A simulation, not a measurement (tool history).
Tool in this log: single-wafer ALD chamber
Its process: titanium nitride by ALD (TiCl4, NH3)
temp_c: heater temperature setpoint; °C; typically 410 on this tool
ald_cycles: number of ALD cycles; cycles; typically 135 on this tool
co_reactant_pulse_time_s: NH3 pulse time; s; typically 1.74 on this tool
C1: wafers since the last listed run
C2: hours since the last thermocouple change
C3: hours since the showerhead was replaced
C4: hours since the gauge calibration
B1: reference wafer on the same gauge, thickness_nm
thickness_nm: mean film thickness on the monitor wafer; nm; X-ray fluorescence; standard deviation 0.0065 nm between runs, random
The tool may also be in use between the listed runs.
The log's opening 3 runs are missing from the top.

Run 4, hour 229: usual settings; C1 105; C2 997.6; C3 4361.9; C4 2509.3; B1 2.85. Result: thickness_nm 2.649 nm.
Run 5, hour 291.9: usual settings; C1 156; C2 1060.5; C3 4424.8; C4 2572.2; B1 2.851. Result: thickness_nm 2.642 nm.
Run 6, hour 350.4: usual settings; C1 145; C2 1119; C3 4483.3; C4 2630.7; B1 2.855. Result: thickness_nm 2.636 nm.
Run 7, hour 429.7: usual settings but co_reactant_pulse_time_s 1.41 s; C1 197; C2 1198.3; C3 4562.6; C4 2710; B1 2.853. Result: thickness_nm 2.626 nm.
Run 8, hour 572.1: usual settings but co_reactant_pulse_time_s 1.41 s; C1 355; C2 1340.7; C3 4705; C4 2852.4; B1 2.858. Result: thickness_nm 2.62 nm.
Run 9, hour 860.5: usual settings but co_reactant_pulse_time_s 1.41 s; C1 719; C2 1629.1; C3 4993.4; C4 3140.8; B1 2.865. Result: thickness_nm 2.632 nm.
Run 10, hour 935.3: usual settings but co_reactant_pulse_time_s 1.59 s; C1 186; C2 1703.9; C3 5068.2; C4 3215.6; B1 2.863. Result: thickness_nm 2.651 nm.
Run 11, hour 1009.9: usual settings but co_reactant_pulse_time_s 1.59 s; C1 186; C2 1778.5; C3 5142.8; C4 3290.2; B1 2.864. Result: thickness_nm 2.627 nm.
Run 12, hour 1084.1: usual settings but co_reactant_pulse_time_s 1.59 s; C1 185; C2 1852.7; C3 5217; C4 3364.4; B1 2.871. Result: thickness_nm 2.649 nm.
Run 13, hour 1189.7: usual settings; C1 263; C2 1958.3; C3 5322.6; C4 3470; B1 2.871. Result: thickness_nm 2.652 nm.
Run 14, hour 1286.4: usual settings; C1 241; C2 2055; C3 5419.3; C4 3566.7; B1 2.871. Result: thickness_nm 2.653 nm.
Run 15, hour 1394: usual settings; C1 268; C2 2162.6; C3 5526.9; C4 3674.3; B1 2.875. Result: thickness_nm 2.677 nm.
At hour 1416.7: showerhead replaced.
Run 16, hour 1474.5: usual settings; C1 180; C2 2243.1; C3 57.8; C4 3754.8; B1 2.875. Result: thickness_nm 2.655 nm.
Run 17, hour 1538.3: usual settings; C1 159; C2 2306.9; C3 121.6; C4 3818.6; B1 2.88. Result: thickness_nm 2.663 nm.
Run 18, hour 1750.8: usual settings; C1 530; C2 2519.4; C3 334.1; C4 4031.1; B1 2.884. Result: thickness_nm 2.657 nm.
Run 19, hour 1823.2: usual settings; C1 180; C2 2591.8; C3 406.5; C4 4103.5; B1 2.886. Result: thickness_nm 2.67 nm.
At hour 1833.8: gauge calibrated.
Run 20, hour 2064.4: usual settings but temp_c 425 °C; C1 601; C2 2833; C3 647.7; C4 230.6; B1 2.817. Result: thickness_nm 2.628 nm.
Run 21, hour 2152.1: usual settings but temp_c 399 °C, ald_cycles 128 cycles, co_reactant_pulse_time_s 2.43 s; C1 218; C2 2920.7; C3 735.4; C4 318.3; B1 2.814. Result: thickness_nm 2.5 nm.

The next listed run, before its measurement:
Run 22, hour 2208: usual settings; C1 139; C2 2976.6; C3 791.3; C4 374.2; B1 ?. Result: thickness_nm ?.

{"run 22": {"B1": 2.816, "thickness_nm": 2.615}}
Minus the tool's unlogged condition, the same run would have read thickness_nm 2.619 nm.

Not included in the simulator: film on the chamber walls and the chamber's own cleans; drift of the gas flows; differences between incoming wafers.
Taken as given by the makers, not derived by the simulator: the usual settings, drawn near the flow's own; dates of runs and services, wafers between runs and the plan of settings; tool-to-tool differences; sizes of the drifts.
